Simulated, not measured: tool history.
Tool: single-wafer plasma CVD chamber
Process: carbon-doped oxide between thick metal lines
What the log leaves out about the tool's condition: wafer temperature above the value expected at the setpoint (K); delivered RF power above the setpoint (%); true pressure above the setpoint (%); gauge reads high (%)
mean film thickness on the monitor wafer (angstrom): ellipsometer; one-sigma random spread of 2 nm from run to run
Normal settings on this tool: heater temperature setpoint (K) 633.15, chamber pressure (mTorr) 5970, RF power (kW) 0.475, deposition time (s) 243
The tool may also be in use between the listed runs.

run,hour,heater temperature setpoint (K),chamber pressure (mTorr),RF power (kW),deposition time (s),wafers since the last listed run,hours since the last thermocouple change,hours since the last RF generator calibration,hours since the last manometer calibration,hours since the showerhead was replaced,hours since the gauge calibration,"read-back reference wafer on the same gauge, thickness_nm",mean film thickness on the monitor wafer (angstrom)
1,0.0,633.15,6580,0.475,277,0,1135.2,810.9,1994.2,7310.2,691.7,1140.667,12942.71
2,12.3,633.15,6580,0.475,277,93,1147.5,823.2,2006.5,7322.5,704.0,1139.057,12944.87
3,38.6,633.15,6580,0.475,277,200,1173.8,849.5,2032.8,7348.8,730.3,1139.709,12898.06
4,72.6,633.15,5970,0.475,211,259,1207.8,883.5,2066.8,7382.8,764.3,1139.734,9701.17
5,91.8,633.15,5970,0.475,211,146,1227.0,902.7,2086.0,7402.0,783.5,1139.810,9705.36
6,112.0,633.15,5970,0.475,211,154,1247.2,922.9,2106.2,7422.2,803.7,1139.713,9694.91
7,129.3,644.15,5970,0.530,243,132,1264.5,940.2,2123.5,7439.5,821.0,1140.806,11620.84
8,152.0,644.15,5970,0.530,243,173,1287.2,962.9,2146.2,7462.2,843.7,1138.811,11597.41
9,177.1,633.15,5970,0.475,243,191,1312.3,988.0,2171.3,7487.3,868.8,1140.856,11210.36
10,196.3,633.15,5970,0.475,243,146,1331.5,1007.2,2190.5,7506.5,888.0,1139.998,11184.80
11,229.3,633.15,5970,0.475,211,251,1364.5,1040.2,2223.5,7539.5,921.0,1138.927,9707.16
# hour 244.9: gauge calibrated
12,255.3,633.15,6350,0.535,243,198,1390.5,1066.2,2249.5,7565.5,10.4,1139.903,12074.55
13,290.2,641.15,6400,0.525,219,266,1425.4,1101.1,2284.4,7600.4,45.3,1140.252,10560.24
14,317.1,633.15,5970,0.475,211,205,1452.3,1128.0,2311.3,7627.3,72.2,1140.129,9709.35
# hour 330.1: thermocouple changed; heater temperature recalibrated
15,333.6,633.15,6420,0.550,275,64,3.5,1144.5,2327.8,7643.8,88.7,1140.186,14110.95
# hour 361.9: showerhead replaced
# hour 372.3: RF generator calibrated
16,372.8,633.15,5970,0.475,225,177,42.7,0.5,2367.0,10.9,127.9,1139.970,10653.03
17,387.8,633.15,5970,0.475,276,114,57.7,15.5,2382.0,25.9,142.9,1140.563,13019.95
18,401.1,628.15,6460,0.475,217,101,71.0,28.8,2395.3,39.2,156.2,1139.211,10479.32
19,429.1,633.15,5970,0.475,229,213,99.0,56.8,2423.3,67.2,184.2,1139.799,10793.82
# hour 452.4: capacitance manometer re-zeroed and calibrated
20,463.9,624.15,7090,0.505,255,204,133.8,91.6,11.5,102.0,219.0,1140.159,12984.52
21,477.4,633.15,6940,0.475,228,103,147.3,105.1,25.0,115.5,232.5,1139.451,10949.51
22,496.8,633.15,5970,0.475,200,148,166.7,124.5,44.4,134.9,251.9,1139.644,9439.39
23,512.6,646.15,4590,0.385,225,120,182.5,140.3,60.2,150.7,267.7,1139.899,8544.85
24,536.1,633.15,5970,0.475,243,179,206.0,163.8,83.7,174.2,291.2,1140.420,11467.09
25,551.6,626.15,7400,0.510,289,118,221.5,179.3,99.2,189.7,306.7,1139.769,14731.37
26,579.3,648.15,5970,0.475,201,211,249.2,207.0,126.9,217.4,334.4,1140.664,9104.05
27,612.2,633.15,5970,0.475,243,251,282.1,239.9,159.8,250.3,367.3,1140.313,11403.08
28,698.3,633.15,6470,0.420,243,656,368.2,326.0,245.9,336.4,453.4,1139.912,10587.98
29,730.9,633.15,4640,0.475,243,248,400.8,358.6,278.5,369.0,486.0,1139.873,10899.17

Subtracting, for every run, the result it would have given without the tool's unlogged condition from the measured result gives the following. The same run-to-run variation enters both numbers; the gauge's scatter may not:
run,mean film thickness on the monitor wafer (angstrom)
1,-316.84
2,-318.96
3,-322.16
4,-246.44
5,-248.82
6,-250.92
7,-283.72
8,-285.99
9,-298.70
10,-300.47
11,-264.37
12,-328.89
13,-278.23
14,-273.70
15,-140.28
16,+20.28
17,+16.16
18,+7.46
19,-5.21
20,-20.47
21,-25.53
22,-28.58
23,-38.91
24,-50.02
25,-69.49
26,-53.04
27,-76.28
28,-109.14
29,-105.83

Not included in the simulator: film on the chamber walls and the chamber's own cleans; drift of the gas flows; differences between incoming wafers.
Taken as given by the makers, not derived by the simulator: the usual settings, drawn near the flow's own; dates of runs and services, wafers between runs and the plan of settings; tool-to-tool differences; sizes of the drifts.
